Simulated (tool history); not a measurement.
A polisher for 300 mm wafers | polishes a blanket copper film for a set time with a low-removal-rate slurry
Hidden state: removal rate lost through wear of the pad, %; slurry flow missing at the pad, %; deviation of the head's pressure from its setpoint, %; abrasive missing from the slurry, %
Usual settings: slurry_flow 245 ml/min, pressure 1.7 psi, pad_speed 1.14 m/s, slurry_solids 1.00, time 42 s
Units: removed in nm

run   hour  slurry_flow  pressure  pad_speed  slurry_solids  time  wafers since the last listed run  wafers polished on this pad  hours since the slurry nozzle was cleaned  hours since the head pressure was calibrated  hours since the slurry blender was calibrated  incoming thickness of the incoming film, nm  removed
  1    0.0          245       1.7       1.14           1.00    42                                 0                          153                                      460.1                                         341.4                                           35.3                                        716.3     75.8
  2   10.8          245       1.7       1.14           1.00    42                               102                          256                                      470.9                                         352.2                                           46.1                                        708.5     76.5
      22.9  -- slurry nozzle cleaned
  3   28.1          245       1.7       1.14           1.00    42                               154                          411                                        5.2                                         369.5                                           63.4                                        723.7     76.6
  4   46.1          245       1.7       1.14           1.00    42                               170                          581                                       23.2                                         387.5                                           81.4                                        718.1     75.2
  5   59.7          245       1.7       1.14           1.00    42                               129                          710                                       36.8                                         401.1                                           95.0                                        707.4     75.2
  6   67.2          245       1.7       1.14           1.00    42                                71                          782                                       44.3                                         408.6                                          102.5                                        710.5     75.2
  7   83.7          245       1.7       1.14           1.00    42                               156                          938                                       60.8                                         425.1                                          119.0                                        722.2     74.8
      95.6  -- worn pad replaced by a new one
  8   96.9          270       1.7       1.14           1.00    42                                87                           12                                       74.0                                         438.3                                          132.2                                        708.9     75.4
  9  107.1          320       1.3       0.84           1.00    42                                96                          109                                       84.2                                         448.5                                          142.4                                        706.8     44.1
 10  116.8          245       1.2       1.14           1.00    56                                92                          201                                       93.9                                         458.2                                          152.1                                        699.7     70.9
 11  124.1          245       1.5       1.46           0.70    54                                69                          270                                      101.2                                         465.5                                          159.4                                        709.6     95.9
 12  135.5          245       1.7       1.14           1.00    42                               108                          378                                      112.6                                         476.9                                          170.8                                        708.3     76.6
 13  143.6          245       1.7       1.14           1.00    42                                76                          455                                      120.7                                         485.0                                          178.9                                        704.9     75.2
 14  157.1          245       1.7       1.14           0.85    42                               128                          583                                      134.2                                         498.5                                          192.4                                        712.0     70.7
 15  165.6          245       1.7       1.14           1.00    42                                80                          664                                      142.7                                         507.0                                          200.9                                        701.4     73.7
 16  172.5          245       2.1       1.14           1.25    53                                65                          729                                      149.6                                         513.9                                          207.8                                        695.4    127.9
 17  185.4          300       1.2       1.14           1.00    42                               122                          852                                      162.5                                         526.8                                          220.7                                        696.5     54.1
     191.8  -- slurry blender recalibrated
     214.1  -- worn pad replaced by a new one
 18  220.8          245       1.1       1.14           1.00    47                               278                           63                                      197.9                                         562.2                                           29.0                                        709.8     54.8
 19  234.9          175       2.0       1.14           0.85    42                               133                          197                                      212.0                                         576.3                                           43.1                                        716.7     81.7
     239.7  -- head pressure recalibrated
 20  245.3          245       1.7       1.14           1.00    42                                79                          277                                      222.4                                           5.6                                           53.5                                        718.9     75.4
 21  252.9          245       2.1       1.26           0.85    30                                72                          349                                      230.0                                          13.2                                           61.1                                        709.8     70.6
 22  266.8          270       1.7       1.14           1.00    37                               131                          481                                      243.9                                          27.1                                           75.0                                        709.4     67.0
 23  282.5          245       1.5       1.02           1.00    57                               148                          630                                      259.6                                          42.8                                           90.7                                        702.6     80.6
 24  312.7          245       1.7       1.14           1.00    49                               286                          916                                      289.8                                          73.0                                          120.9                                        706.5     87.7
 25  323.9          245       1.7       1.14           1.00    42                               106                         1023                                      301.0                                          84.2                                          132.1                                        720.4     73.7
     328.8  -- worn pad replaced by a new one
 26  341.2          245       1.7       1.28           0.70    42                               126                          118                                      318.3                                         101.5                                          149.4                                        699.0     73.8
 27  351.6          245       1.7       1.38           1.00    42                                98                          216                                      328.7                                         111.9                                          159.8                                        700.6     92.0
 28  368.5          175       1.5       0.82           0.85    42                               160                          377                                      345.6                                         128.8                                          176.7                                        723.6     45.5
 29  375.5          245       2.0       1.14           1.00    46                                66                          443                                      352.6                                         135.8                                          183.7                                        707.5     98.5
 30  386.2          190       1.7       0.88           1.30    38                               101                          545                                      363.3                                         146.5                                          194.4                                        697.7     57.0

How the hidden state differs across the entries between the runs, from the last listed run before each to the first after it:
Between runs 2 and 3: slurry nozzle cleaned (hour 22.9)
  no hidden state differs between the two runs
Between runs 7 and 8: worn pad replaced by a new one (hour 95.6)
  no hidden state differs between the two runs
Between runs 17 and 18: slurry blender recalibrated (hour 191.8); worn pad replaced by a new one (hour 214.1)
  no hidden state differs between the two runs
Between runs 19 and 20: head pressure recalibrated (hour 239.7)
  no hidden state differs between the two runs
Between runs 25 and 26: worn pad replaced by a new one (hour 328.8)
  no hidden state differs between the two runs
